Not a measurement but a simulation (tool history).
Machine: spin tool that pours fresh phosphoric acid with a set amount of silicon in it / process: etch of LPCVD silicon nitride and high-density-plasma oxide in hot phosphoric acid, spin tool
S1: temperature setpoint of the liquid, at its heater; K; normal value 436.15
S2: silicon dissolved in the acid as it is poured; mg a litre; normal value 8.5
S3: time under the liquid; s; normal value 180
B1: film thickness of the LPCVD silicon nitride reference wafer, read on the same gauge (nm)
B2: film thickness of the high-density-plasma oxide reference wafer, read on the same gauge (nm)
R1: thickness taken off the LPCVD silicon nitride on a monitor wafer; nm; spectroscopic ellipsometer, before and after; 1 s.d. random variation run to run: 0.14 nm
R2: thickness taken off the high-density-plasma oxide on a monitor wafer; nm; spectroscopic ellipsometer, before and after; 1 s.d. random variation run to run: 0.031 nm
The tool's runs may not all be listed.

run 1 hour=0 | S1=434.15 S2=8.5 S3=180 | B1=40.01 B2=140.012 | R1=13.08 R2=0.596
run 2 hour=104.2 | S1=436.15 S2=8.5 S3=180 | B1=39.98 B2=140.009 | R1=13.92 R2=0.721
run 3 hour=162.1 | S1=436.15 S2=8.5 S3=180 | B1=40.01 B2=140.001 | R1=13.87 R2=0.777
run 4 hour=190.5 | S1=436.15 S2=8.5 S3=180 | B1=40.06 B2=140.032 | R1=14.23 R2=0.777
run 5 hour=225.2 | S1=436.15 S2=6.5 S3=180 | B1=40.04 B2=140.002 | R1=14.11 R2=0.747
run 6 hour=292.2 | S1=436.15 S2=6.5 S3=180 | B1=40 B2=140.005 | R1=14.03 R2=0.786
run 7 hour=362.1 | S1=436.15 S2=6.5 S3=180 | B1=40 B2=139.963 | R1=14.26 R2=0.785
run 8 hour=389.5 | S1=436.15 S2=8.5 S3=180 | B1=40 B2=139.987 | R1=14.05 R2=0.768
-- hour=455.4 gauge calibrated
run 9 hour=458 | S1=436.15 S2=8.5 S3=110 | B1=39.98 B2=139.999 | R1=8.81 R2=0.457
run 10 hour=527.2 | S1=436.15 S2=8.5 S3=110 | B1=40.01 B2=139.992 | R1=8.77 R2=0.467
run 11 hour=575.7 | S1=436.15 S2=8.5 S3=180 | B1=40.01 B2=139.993 | R1=14.15 R2=0.739
run 12 hour=606.5 | S1=433.65 S2=1.5 S3=180 | B1=39.99 B2=140.015 | R1=13 R2=0.679
-- hour=622.2 thermometer replaced
run 13 hour=792.2 | S1=436.15 S2=8.5 S3=180 | B1=40.01 B2=140.016 | R1=13.25 R2=0.595
-- hour=796.6 heated supply line repaired
run 14 hour=856.4 | S1=435.15 S2=8.5 S3=180 | B1=40.02 B2=140.014 | R1=14.53 R2=0.773
run 15 hour=893.6 | S1=438.65 S2=11.5 S3=180 | B1=40.01 B2=140.003 | R1=16.18 R2=0.956
-- hour=930 dissolved silicon flow meter replaced
run 16 hour=955 | S1=436.15 S2=8.5 S3=245 | B1=40 B2=139.992 | R1=20.35 R2=1.041
run 17 hour=1002.7 | S1=437.65 S2=8.5 S3=255 | B1=40.02 B2=140.013 | R1=22.37 R2=1.328
run 18 hour=1047.2 | S1=437.15 S2=5.5 S3=265 | B1=39.96 B2=140.026 | R1=23.11 R2=1.417
run 19 hour=1096.5 | S1=434.65 S2=5 S3=270 | B1=40.04 B2=140.003 | R1=21.39 R2=1.228
run 20 hour=1162.5 | S1=438.65 S2=5.5 S3=250 | B1=40.01 B2=140.003 | R1=22.82 R2=1.515
run 21 hour=1225.8 | S1=436.15 S2=12.5 S3=255 | B1=40.02 B2=139.994 | R1=21.53 R2=1.127
run 22 hour=1278.2 | S1=436.15 S2=8.5 S3=215 | B1=39.97 B2=139.977 | R1=17.75 R2=1.054

Selected run-to-run steps in R1, each split into two signed amounts: the part the tool would show with no hidden state at all (from settings, incoming material and random variation), and the remainder, which goes to the hidden state together with any gauge scatter not common to the measured and the hidden-state-free results:
Hidden state present: liquid hotter than its thermometer reads (K); dissolved silicon flow below the setpoint (%); temperature lost on the way to the wafer (K); gauge reads high (%).
Run 8 -> 9: S3 180 -> 110, gauge calibrated. R1 -5.24 nm: hidden state +0.32, all else -5.56.
Run 10 -> 11: S3 110 -> 180. R1 +5.38 nm: hidden state -0.29, all else +5.67.
Run 12 -> 13: S1 433.65 -> 436.15, S2 1.5 -> 8.5, thermometer replaced. R1 +0.25 nm: hidden state -1.15, all else +1.4.
Run 13 -> 14: S1 436.15 -> 435.15, heated supply line repaired. R1 +1.28 nm: hidden state +1.95, all else -0.67.
